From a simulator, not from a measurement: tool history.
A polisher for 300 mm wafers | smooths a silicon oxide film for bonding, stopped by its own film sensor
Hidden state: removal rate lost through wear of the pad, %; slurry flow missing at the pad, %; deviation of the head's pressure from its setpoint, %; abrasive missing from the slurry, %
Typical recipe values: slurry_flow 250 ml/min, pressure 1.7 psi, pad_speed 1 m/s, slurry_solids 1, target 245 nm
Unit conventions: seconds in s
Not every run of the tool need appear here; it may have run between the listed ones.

run	hour	slurry_flow	pressure	pad_speed	slurry_solids	target	wafers since the last listed run	wafers polished on this pad	hours since the slurry nozzle was cleaned	hours since the head pressure was calibrated	hours since the slurry blender was calibrated	incoming thickness of the incoming film, nm	seconds
1	0	250	1.7	1	1	245	0	3717	96.5	551.6	86.3	282.6	60.7
# hour 13.6: worn pad replaced by a new one
2	53.4	250	1.7	1	1	245	399	321	149.9	605	139.7	278.3	53.7
3	136.2	250	1.7	1	1	245	669	991	232.7	687.8	222.5	280.3	58.3
4	189.5	250	1.7	1	1	237	431	1422	286	741.1	275.8	280	70.7
5	264	250	1.7	1	1	237	602	2025	360.5	815.6	350.3	280.7	68.7
6	300.7	250	1.7	1	1	237	296	2321	397.2	852.3	387	279.1	67.3
# hour 326: slurry blender recalibrated
# hour 356.2: slurry nozzle cleaned
# hour 401: worn pad replaced by a new one
7	405.4	250	1.4	1	1	245	790	35	49.2	957	79.4	285.6	79.5
8	497.9	250	1.4	1	1	245	748	783	141.7	1049.5	171.9	277.5	64
# hour 518.4: head pressure recalibrated
9	559.2	250	1.7	1	1	245	479	1263	203	40.8	233.2	284.9	65.4
10	626	250	1.7	1	1	245	540	1803	269.8	107.6	300	277.8	53.7
11	684.4	250	1.7	1	1	245	472	2276	328.2	166	358.4	277.1	52.2
12	773	250	1.7	1	1	245	716	2992	416.8	254.6	447	282.9	62
# hour 777.9: slurry blender recalibrated
# hour 798.9: worn pad replaced by a new one
# hour 812.6: slurry nozzle cleaned
13	819.6	250	1.7	1	1	245	320	159	7	301.2	41.7	277	51.8
14	917	250	1.7	1	1	245	787	947	104.4	398.6	139.1	281.5	59.2
15	1000.6	250	1.7	1	1.1	245	676	1623	188	482.2	222.7	282.7	58.4
16	1040.6	250	1.7	1	1	245	323	1947	228	522.2	262.7	276.5	50.8
17	1082.7	250	1.4	1	1	245	340	2287	270.1	564.3	304.8	279.1	67.2
18	1136.2	250	1.7	1	1	245	432	2720	323.6	617.8	358.3	282.4	60.3
# hour 1193.3: slurry nozzle cleaned
19	1198.8	250	1.7	1	0.7	245	498	3218	5.5	680.4	420.9	279.6	75.2
# hour 1236.5: worn pad replaced by a new one
# hour 1249.7: slurry blender recalibrated
20	1293.3	160	1.7	1	1	236	715	443	100	774.9	43.6	280.1	76.9
21	1389.2	250	1.2	1	1	245	775	1218	195.9	870.8	139.5	275.5	70
22	1430.7	250	1.7	1.18	1.15	236	335	1554	237.4	912.3	181	283.5	64.8
23	1525.3	175	1.7	1	1	245	765	2319	332	1006.9	275.6	279.7	59.6
# hour 1583.2: slurry nozzle cleaned
24	1593.5	250	1.7	1	1.2	245	543	2863	10.3	1075.1	343.8	277.9	47.7
# hour 1610.5: head pressure recalibrated
# hour 1657.8: worn pad replaced by a new one
25	1685	250	2.3	1.14	1.15	235	691	219	101.8	74.5	435.3	283.4	49.4
# hour 1703.3: slurry blender recalibrated
26	1936.5	225	1.7	1	1	245	2017	2237	353.3	326	233.2	276.3	51.5
27	1982.8	250	1.7	1	1	237	374	2612	399.6	372.3	279.5	276.4	64.8
28	2020.1	250	2.2	0.86	1.25	245	301	2913	436.9	409.6	316.8	283.4	46.3
# hour 2025.2: slurry nozzle cleaned
# hour 2077.2: worn pad replaced by a new one
# hour 2077.6: slurry blender recalibrated
29	2169.9	250	1.7	1	1	245	1168	746	144.7	559.4	92.3	282.7	61.7

What the log doesn't show, run by run:
removal rate lost through wear of the pad, %: 0 across all the runs
slurry flow missing at the pad, %: 0 across all the runs
deviation of the head's pressure from its setpoint, %: 0 across all the runs
abrasive missing from the slurry, %: 0 across all the runs
